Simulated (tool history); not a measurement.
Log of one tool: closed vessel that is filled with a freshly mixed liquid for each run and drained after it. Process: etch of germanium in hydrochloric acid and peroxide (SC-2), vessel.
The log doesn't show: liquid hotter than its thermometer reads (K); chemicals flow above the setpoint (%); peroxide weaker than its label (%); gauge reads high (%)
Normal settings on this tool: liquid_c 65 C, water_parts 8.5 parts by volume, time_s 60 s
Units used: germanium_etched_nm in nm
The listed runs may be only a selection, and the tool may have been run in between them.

run   hour  liquid_c  water_parts  time_s  wafers since the last listed run  hours since the thermometer was replaced  hours since the chemicals flow meter was replaced  hours since the drum of peroxide was connected  hours since the gauge calibration  read-back film thickness of the germanium reference wafer, read on the same gauge (nm)  germanium_etched_nm
  1      0        65          8.5      40                                 0                                    2164.1                                             2518.2                                           456.9                              217.2                                                                                  129.99               127.18
  2    7.5        65          8.5      60                              1021                                    2171.6                                             2525.7                                           464.4                              224.7                                                                                  129.99               192.35
  3   18.4        65          8.5      60                              1484                                    2182.5                                             2536.6                                           475.3                              235.6                                                                                  129.97               191.63
  4   34.9        65          8.5      60                              2247                                      2199                                             2553.1                                           491.8                              252.1                                                                                     130               191.62
      48.7  -- thermometer replaced
      51.4  -- chemicals flow meter replaced
  5   52.3        65          8.5      60                              2098                                       3.6                                                0.9                                           509.2                              269.5                                                                                     130                179.5
  6   67.9        65          8.5      60                              2125                                      19.2                                               16.5                                           524.8                              285.1                                                                                  129.98               179.76
  7   76.7        65          8.5      60                              1198                                        28                                               25.3                                           533.6                              293.9                                                                                  130.02               179.79
        81  -- gauge calibrated
  8   88.7        65          8.5      80                              1634                                        40                                               37.3                                           545.6                                7.7                                                                                  130.01               238.38
  9  106.5        65          8.5      80                              2425                                      57.8                                               55.1                                           563.4                               25.5                                                                                  130.03               239.77
     111.5  -- new drum of peroxide connected
 10  118.6        65          8.5      80                              1512                                      69.9                                               67.2                                             7.1                               37.6                                                                                  130.01               240.12
 11  128.9        65          8.5      90                              1403                                      80.2                                               77.5                                            17.4                               47.9                                                                                     130               270.51
 12    136        65          8.5      60                               967                                      87.3                                               84.6                                            24.5                                 55                                                                                  129.97               180.01
 13  153.5        65          8.5      60                              2384                                     104.8                                              102.1                                              42                               72.5                                                                                  129.99               180.07
 14  161.8        72          8.5      90                              1130                                     113.1                                              110.4                                            50.3                               80.8                                                                                     130               330.42
 15  178.5        59          6.5      60                              2275                                     129.8                                              127.1                                              67                               97.5                                                                                  129.99               154.93
 16    192      61.5         10.5      80                              1839                                     143.3                                              140.6                                            80.5                                111                                                                                  130.01               212.66
 17  200.8        65         11.5      40                              1198                                     152.1                                              149.4                                            89.3                              119.8                                                                                     130               116.33
 18  213.2        65          8.5      60                              1689                                     164.5                                              161.8                                           101.7                              132.2                                                                                  129.99               180.27
 19  220.3        65          8.5      60                               967                                     171.6                                              168.9                                           108.8                              139.3                                                                                  130.01               180.18
 20  233.9        65         11.5      60                              1852                                     185.2                                              182.5                                           122.4                              152.9                                                                                  129.99               174.64
 21  242.8        65         11.5      90                              1212                                     194.1                                              191.4                                           131.3                              161.8                                                                                  130.03               261.71
 22  256.8      71.5            7      60                              1907                                     208.1                                              205.4                                           145.3                              175.8                                                                                  130.01               221.23
 23  274.2        72            7      35                              2370                                     225.5                                              222.8                                           162.7                              193.2                                                                                  130.03               130.83
 24  285.9        65          7.5      45                              1593                                     237.2                                              234.5                                           174.4                              204.9                                                                                  130.02               137.04
 25  294.9        60          8.5      80                              1226                                     246.2                                              243.5                                           183.4                              213.9                                                                                  129.98               209.16
 26  306.1      57.5          8.5      30                              1525                                     257.4                                              254.7                                           194.6                              225.1                                                                                  129.99                72.38
 27  313.7        65          8.5      60                              1035                                       265                                              262.3                                           202.2                              232.7                                                                                  130.01               181.67
 28  328.9        62          8.5      60                              2070                                     280.2                                              277.5                                           217.4                              247.9                                                                                     130               166.34
 29  343.8        65          8.5      60                              2029                                     295.1                                              292.4                                           232.3                              262.8                                                                                  130.02               182.11

A few steps of germanium_etched_nm between consecutive runs. Split each: what settings, incoming material and random variation would produce without the hidden state, and what is left over for the hidden state, along with gauge scatter present in only one of the two compared results (measured, and without hidden state):
Run 1 -> 2: time_s 40 -> 60. germanium_etched_nm +65.17 nm: hidden state +4.21, all else +60.96.
Run 4 -> 5: thermometer replaced, chemicals flow meter replaced. germanium_etched_nm -12.12 nm: hidden state -11.71, all else -0.41.
Run 13 -> 14: liquid_c 65 -> 72, time_s 60 -> 90. germanium_etched_nm +150.35 nm: hidden state +1.13, all else +149.22.
Run 14 -> 15: liquid_c 72 -> 59, water_parts 8.5 -> 6.5, time_s 90 -> 60. germanium_etched_nm -175.49 nm: hidden state -1.13, all else -174.36.
